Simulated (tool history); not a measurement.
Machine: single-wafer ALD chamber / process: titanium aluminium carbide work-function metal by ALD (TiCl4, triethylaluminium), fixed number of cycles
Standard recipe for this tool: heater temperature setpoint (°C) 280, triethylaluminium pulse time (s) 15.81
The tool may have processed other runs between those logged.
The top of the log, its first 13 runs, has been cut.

run,hour,heater temperature setpoint (°C),triethylaluminium pulse time (s),wafers since the last listed run,hours since the last thermocouple change,hours since the last triethylaluminium bottle change,hours since the showerhead was replaced,hours since the gauge calibration,"read-back reference wafer on the same gauge, thickness_nm",mean film thickness on the monitor wafer (Å)
14,386.4,280,15.81,111,1289.5,17.1,6382.6,451.5,2.088,17.61
15,421.2,280,15.81,233,1324.3,51.9,6417.4,486.3,2.09,17.61
16,442.4,280,15.81,142,1345.5,73.1,6438.6,507.5,2.093,17.55
17,471,293,15.81,191,1374.1,101.7,6467.2,536.1,2.09,18.44
18,485.4,280,15.81,96,1388.5,116.1,6481.6,550.5,2.09,17.68
19,510.8,280,15.81,170,1413.9,141.5,6507,575.9,2.091,17.58
# hour 540.1: thermocouple changed; heater temperature recalibrated
20,545.5,266,17.67,178,5.4,176.2,6541.7,610.6,2.09,16.58
21,559.4,280,15.81,93,19.3,190.1,6555.6,624.5,2.09,17.49
22,586,266,12.61,178,45.9,216.7,6582.2,651.1,2.093,16.26
23,599.7,280,13.88,91,59.6,230.4,6595.9,664.8,2.091,17.26
# hour 606.8: gauge calibrated
24,611.9,272,13.34,81,71.8,242.6,6608.1,5.1,2.09,16.81
25,629.2,272,13.34,115,89.1,259.9,6625.4,22.4,2.088,16.77
# hour 644.9: showerhead replaced
26,645.4,280,15.81,54,105.3,276.1,0.5,38.6,2.09,17.5

Predict the results of run 27:
27,664.7,275,11.45,129,124.6,295.4,19.8,57.9,?,?

Run 27 gave read-back reference wafer on the same gauge, thickness_nm 2.091, mean film thickness on the monitor wafer (Å) 16.57.
Were there no unlogged condition in the tool, this run, its random variation unchanged, would have produced mean film thickness on the monitor wafer (Å) 16.8.
